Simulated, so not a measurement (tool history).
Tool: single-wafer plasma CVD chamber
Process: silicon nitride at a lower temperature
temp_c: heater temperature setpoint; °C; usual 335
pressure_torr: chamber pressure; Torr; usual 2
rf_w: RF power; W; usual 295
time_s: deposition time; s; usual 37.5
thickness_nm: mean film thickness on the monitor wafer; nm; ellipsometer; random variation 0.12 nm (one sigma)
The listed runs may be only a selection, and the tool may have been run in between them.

run,hour,temp_c,pressure_torr,rf_w,time_s,wafers since the last listed run,hours since the last thermocouple change,hours since the last RF generator calibration,hours since the last manometer calibration,hours since the showerhead was replaced,hours since the gauge calibration,"read-back reference wafer on the same gauge, thickness_nm",thickness_nm
1,0,335,2,265,37.5,0,396.4,1647.2,46.3,6704.9,35.2,49.423,41.035
2,38.5,335,2,265,37.5,658,434.9,1685.7,84.8,6743.4,73.7,49.4,41.047
3,93,335,2,265,37.5,932,489.4,1740.2,139.3,6797.9,128.2,49.411,40.919
4,155.1,335,2,295,37.5,1062,551.5,1802.3,201.4,6860,190.3,49.377,45.828
5,240.4,335,2,295,37.5,1459,636.8,1887.6,286.7,6945.3,275.6,49.417,45.843
6,276.2,335,2,295,37.5,612,672.6,1923.4,322.5,6981.1,311.4,49.383,45.871
7,310.5,335,2,295,37.5,586,706.9,1957.7,356.8,7015.4,345.7,49.358,45.971
8,352.9,335,2,315,37.5,725,749.3,2000.1,399.2,7057.8,388.1,49.377,48.546
9,404.4,335,2,295,37.5,881,800.8,2051.6,450.7,7109.3,439.6,49.393,45.92
10,466.5,335,2,295,37.5,1062,862.9,2113.7,512.8,7171.4,501.7,49.367,45.922
11,507.4,335,2,295,37.5,699,903.8,2154.6,553.7,7212.3,542.6,49.438,45.686
# hour 516.4: showerhead replaced
12,554.7,335,2,295,37.5,672,951.1,2201.9,601,38.3,589.9,49.423,45.781
13,581.9,335,2,295,37.5,465,978.3,2229.1,628.2,65.5,617.1,49.41,46.101
14,642.6,335,2,295,42.4,1038,1039,2289.8,688.9,126.2,677.8,49.405,51.887
15,697.5,335,2,295,37.5,939,1093.9,2344.7,743.8,181.1,732.7,49.419,45.713
16,725.4,335,1.78,295,35.2,477,1121.8,2372.6,771.7,209,760.6,49.398,41.651
17,778.8,335,2.2,250,37.5,913,1175.2,2426,825.1,262.4,814,49.363,39.377
# hour 795.4: gauge calibrated
18,837.1,341,2,335,37.5,997,1233.5,2484.3,883.4,320.7,41.7,49.43,51.335
# hour 874: thermocouple changed; heater temperature recalibrated
19,885.8,324,1.82,235,40,696,11.8,2533,932.1,369.4,90.4,49.4,37.538
# hour 916.5: RF generator calibrated
20,921.4,342,1.78,295,43.5,472,47.4,4.9,967.7,405,126,49.41,51.319
# hour 978.2: capacitance manometer re-zeroed and calibrated
21,981,324,2.35,295,37.5,882,107,64.5,2.8,464.6,185.6,49.396,47.746
22,1018.7,335,2,265,37.5,645,144.7,102.2,40.5,502.3,223.3,49.426,41.03
23,1125.3,335,1.87,340,37.5,1824,251.3,208.8,147.1,608.9,329.9,49.413,51.092
24,1184.5,335,2,295,37.5,1012,310.5,268,206.3,668.1,389.1,49.391,45.816
25,1255.2,320,2.35,295,33.1,1209,381.2,338.7,277,738.8,459.8,49.432,42.37
26,1303.5,345,2,350,37.5,826,429.5,387,325.3,787.1,508.1,49.406,53.211
27,1371.7,335,2,295,40.5,1166,497.7,455.2,393.5,855.3,576.3,49.385,49.637
28,1423.7,335,2,295,37.5,889,549.7,507.2,445.5,907.3,628.3,49.425,45.951
29,1493.3,335,2,295,37.5,1190,619.3,576.8,515.1,976.9,697.9,49.392,45.944

Each row is a separate what-if for the run after 29, all from the same tool condition, not one after another. Results?
A,1493.7,335,2,325,37.5,6,619.7,577.2,515.5,977.3,698.3,?,?
B,1493.7,346,2.29,295,37.5,6,619.7,577.2,515.5,977.3,698.3,?,?
C,1493.7,330,2.18,295,37.5,6,619.7,577.2,515.5,977.3,698.3,?,?
D,1493.7,326,2.18,295,43.8,6,619.7,577.2,515.5,977.3,698.3,?,?

run,"read-back reference wafer on the same gauge, thickness_nm",thickness_nm
A,49.385,50.297
B,49.385,47.334
C,49.385,47.052
D,49.385,55.02
Stripped of hidden state, with their random variation kept, the same runs would have yielded:
run,thickness_nm
A,50.297
B,47.334
C,47.052
D,55.02

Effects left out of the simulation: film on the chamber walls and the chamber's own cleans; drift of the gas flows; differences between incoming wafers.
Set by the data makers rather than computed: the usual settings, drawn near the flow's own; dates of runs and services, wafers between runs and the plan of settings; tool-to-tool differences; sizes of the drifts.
